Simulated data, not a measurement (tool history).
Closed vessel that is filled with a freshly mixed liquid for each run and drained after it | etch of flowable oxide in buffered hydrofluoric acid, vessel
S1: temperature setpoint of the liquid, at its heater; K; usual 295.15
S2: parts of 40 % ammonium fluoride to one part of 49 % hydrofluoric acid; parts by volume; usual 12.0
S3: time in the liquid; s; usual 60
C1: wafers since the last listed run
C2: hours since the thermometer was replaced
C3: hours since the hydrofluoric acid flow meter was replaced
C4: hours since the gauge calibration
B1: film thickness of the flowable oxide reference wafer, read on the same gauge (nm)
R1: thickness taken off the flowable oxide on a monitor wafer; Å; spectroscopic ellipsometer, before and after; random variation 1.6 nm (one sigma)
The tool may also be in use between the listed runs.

run	hour	S1	S2	S3	C1	C2	C3	C4	B1	R1
1	0.0	295.15	12.0	60	0	1162.4	1613.6	538.4	49.99	1997.3
2	7.4	295.15	12.0	60	526	1169.8	1621.0	545.8	50.00	2014.9
# hour 34.3: gauge calibrated
# hour 38.8: thermometer replaced
3	44.6	295.15	13.5	60	2577	5.8	1658.2	10.3	50.03	1779.5
4	56.3	295.15	12.0	80	833	17.5	1669.9	22.0	49.95	2681.1
5	65.2	291.65	12.0	75	633	26.4	1678.8	30.9	50.00	2060.2
6	76.2	291.65	12.0	75	783	37.4	1689.8	41.9	49.97	2033.7
7	88.7	295.15	12.0	70	890	49.9	1702.3	54.4	50.01	2378.8
8	102.3	295.15	12.0	70	968	63.5	1715.9	68.0	49.97	2297.3
9	139.4	295.15	12.0	70	2641	100.6	1753.0	105.1	50.01	2325.0
10	145.8	295.15	15.0	60	455	107.0	1759.4	111.5	49.99	1608.6
11	153.3	295.15	12.0	60	534	114.5	1766.9	119.0	50.02	1983.4
12	169.3	293.65	14.0	85	1139	130.5	1782.9	135.0	49.99	2258.9
13	186.8	295.15	12.0	60	1246	148.0	1800.4	152.5	50.03	1971.8
14	201.5	295.15	12.0	60	1046	162.7	1815.1	167.2	49.98	1980.7
15	207.8	295.15	14.5	60	448	169.0	1821.4	173.5	50.00	1652.1
16	222.3	295.15	12.0	90	1032	183.5	1835.9	188.0	49.98	3026.5
17	232.9	293.15	10.0	60	754	194.1	1846.5	198.6	50.03	2137.2
18	247.0	295.15	17.0	40	1004	208.2	1860.6	212.7	50.00	947.4
19	294.1	295.15	9.5	90	3354	255.3	1907.7	259.8	49.98	3672.5
20	304.0	298.65	14.0	60	705	265.2	1917.6	269.7	50.00	2074.4
21	355.5	295.15	12.0	60	3667	316.7	1969.1	321.2	50.02	1998.3
22	370.3	295.15	12.0	75	1053	331.5	1983.9	336.0	49.98	2517.0
# hour 378.3: hydrofluoric acid flow meter replaced
23	385.7	295.15	12.0	60	1025	346.9	7.4	351.4	49.98	1970.1
24	403.6	295.15	12.0	60	1274	364.8	25.3	369.3	49.99	1979.9
25	419.6	295.15	14.0	60	1139	380.8	41.3	385.3	50.01	1717.7
26	432.5	290.65	15.0	60	918	393.7	54.2	398.2	50.01	1251.8
27	478.9	295.15	12.0	60	3304	440.1	100.6	444.6	50.01	1986.9
28	490.0	299.15	16.0	40	790	451.2	111.7	455.7	50.00	1254.0
29	504.8	295.15	12.0	85	1053	466.0	126.5	470.5	49.99	2850.6
30	518.3	290.65	8.5	70	961	479.5	140.0	484.0	49.98	2476.1
31	528.9	292.65	12.0	60	754	490.1	150.6	494.6	49.95	1729.0
32	546.7	295.15	16.5	60	1267	507.9	168.4	512.4	50.03	1453.2
33	555.8	292.15	12.0	60	648	517.0	177.5	521.5	50.00	1674.1

Forecast each of these 4 alternatives for the next run:
A	556.5	295.15	12.0	60	49	517.7	178.2	522.2	?	?
B	556.5	298.15	8.5	70	49	517.7	178.2	522.2	?	?
C	556.5	298.15	14.0	60	49	517.7	178.2	522.2	?	?
D	556.5	290.15	10.5	45	49	517.7	178.2	522.2	?	?

run	B1	R1
A	50.03	1980.2
B	50.03	3697.1
C	50.03	2006.7
D	50.03	1277.5
Without the tool's hidden state the same runs would have given:
run	R1
A	1980.2
B	3697.1
C	2006.7
D	1277.5

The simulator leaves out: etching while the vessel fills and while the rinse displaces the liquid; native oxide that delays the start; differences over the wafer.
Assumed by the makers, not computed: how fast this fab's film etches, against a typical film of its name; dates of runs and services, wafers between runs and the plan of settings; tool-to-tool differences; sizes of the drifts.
